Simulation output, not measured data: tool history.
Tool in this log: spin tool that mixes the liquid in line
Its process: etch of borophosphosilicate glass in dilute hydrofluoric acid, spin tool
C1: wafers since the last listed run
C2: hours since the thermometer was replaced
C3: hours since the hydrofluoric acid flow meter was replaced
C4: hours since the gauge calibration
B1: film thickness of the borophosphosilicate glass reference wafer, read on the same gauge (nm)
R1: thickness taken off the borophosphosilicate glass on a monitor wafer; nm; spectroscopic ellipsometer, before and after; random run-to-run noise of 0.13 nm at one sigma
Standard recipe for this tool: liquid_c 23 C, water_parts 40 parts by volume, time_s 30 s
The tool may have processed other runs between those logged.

run 1 hour=0 | liquid_c=23 water_parts=40 time_s=30 | C1=0 C2=2812.3 C3=1730.4 C4=220.1 | B1=30 | R1=43.19
run 2 hour=35.6 | liquid_c=23 water_parts=40 time_s=30 | C1=615 C2=2847.9 C3=1766 C4=255.7 | B1=29.99 | R1=43.2
run 3 hour=59.3 | liquid_c=23 water_parts=40 time_s=20 | C1=409 C2=2871.6 C3=1789.7 C4=279.4 | B1=30 | R1=28.95
-- hour=87.9 gauge calibrated
run 4 hour=92.5 | liquid_c=23 water_parts=40 time_s=15 | C1=574 C2=2904.8 C3=1822.9 C4=4.6 | B1=29.98 | R1=21.78
run 5 hour=106.8 | liquid_c=23 water_parts=40 time_s=15 | C1=247 C2=2919.1 C3=1837.2 C4=18.9 | B1=30.01 | R1=21.89
run 6 hour=120.3 | liquid_c=23 water_parts=40 time_s=30 | C1=233 C2=2932.6 C3=1850.7 C4=32.4 | B1=30.02 | R1=43.45
run 7 hour=145.7 | liquid_c=23 water_parts=40 time_s=30 | C1=439 C2=2958 C3=1876.1 C4=57.8 | B1=30.01 | R1=43.47
run 8 hour=180 | liquid_c=23 water_parts=40 time_s=30 | C1=593 C2=2992.3 C3=1910.4 C4=92.1 | B1=30 | R1=44.02
-- hour=190.6 thermometer replaced
run 9 hour=201.1 | liquid_c=23 water_parts=40 time_s=45 | C1=347 C2=10.5 C3=1931.5 C4=113.2 | B1=30 | R1=58.89
run 10 hour=232.1 | liquid_c=24.5 water_parts=40 time_s=30 | C1=536 C2=41.5 C3=1962.5 C4=144.2 | B1=30 | R1=41.64
-- hour=240.5 hydrofluoric acid flow meter replaced
run 11 hour=266 | liquid_c=23 water_parts=30 time_s=30 | C1=568 C2=75.4 C3=25.5 C4=178.1 | B1=29.99 | R1=46.52
run 12 hour=301.2 | liquid_c=23 water_parts=30 time_s=30 | C1=608 C2=110.6 C3=60.7 C4=213.3 | B1=30.02 | R1=46.74
run 13 hour=335.9 | liquid_c=23 water_parts=60 time_s=45 | C1=600 C2=145.3 C3=95.4 C4=248 | B1=29.99 | R1=33.49
run 14 hour=349.6 | liquid_c=23 water_parts=40 time_s=30 | C1=236 C2=159 C3=109.1 C4=261.7 | B1=30 | R1=34.93
-- hour=375.3 gauge calibrated
run 15 hour=383.2 | liquid_c=24.5 water_parts=20 time_s=40 | C1=581 C2=192.6 C3=142.7 C4=7.9 | B1=30.02 | R1=101.94
run 16 hour=410.8 | liquid_c=27.5 water_parts=30 time_s=40 | C1=477 C2=220.2 C3=170.3 C4=35.5 | B1=30 | R1=75.37
run 17 hour=442.9 | liquid_c=20 water_parts=40 time_s=35 | C1=555 C2=252.3 C3=202.4 C4=67.6 | B1=29.97 | R1=36.31
run 18 hour=463.6 | liquid_c=20 water_parts=35 time_s=30 | C1=357 C2=273 C3=223.1 C4=88.3 | B1=30.02 | R1=35.6
run 19 hour=479.9 | liquid_c=23 water_parts=30 time_s=50 | C1=281 C2=289.3 C3=239.4 C4=104.6 | B1=30 | R1=79.12
run 20 hour=495.8 | liquid_c=25.5 water_parts=55 time_s=45 | C1=274 C2=305.2 C3=255.3 C4=120.5 | B1=30.03 | R1=41.49
run 21 hour=524.8 | liquid_c=26 water_parts=25 time_s=30 | C1=501 C2=334.2 C3=284.3 C4=149.5 | B1=30.01 | R1=65.5

Alternative continuations, all from the tool just after run 21; predict every row:
run A hour=525.2 | liquid_c=20.5 water_parts=40 time_s=30 | C1=6 C2=334.6 C3=284.7 C4=149.9 | B1=? | R1=?
run B hour=525.2 | liquid_c=23 water_parts=25 time_s=30 | C1=6 C2=334.6 C3=284.7 C4=149.9 | B1=? | R1=?
run C hour=525.2 | liquid_c=25 water_parts=40 time_s=30 | C1=6 C2=334.6 C3=284.7 C4=149.9 | B1=? | R1=?

run=A B1=30 R1=31.89
run=B B1=30 R1=57.81
run=C B1=30 R1=38.49
With the hidden condition removed and each run's random variation left untouched, the same runs would have given:
run=A R1=30.73
run=B R1=55.71
run=C R1=37.1
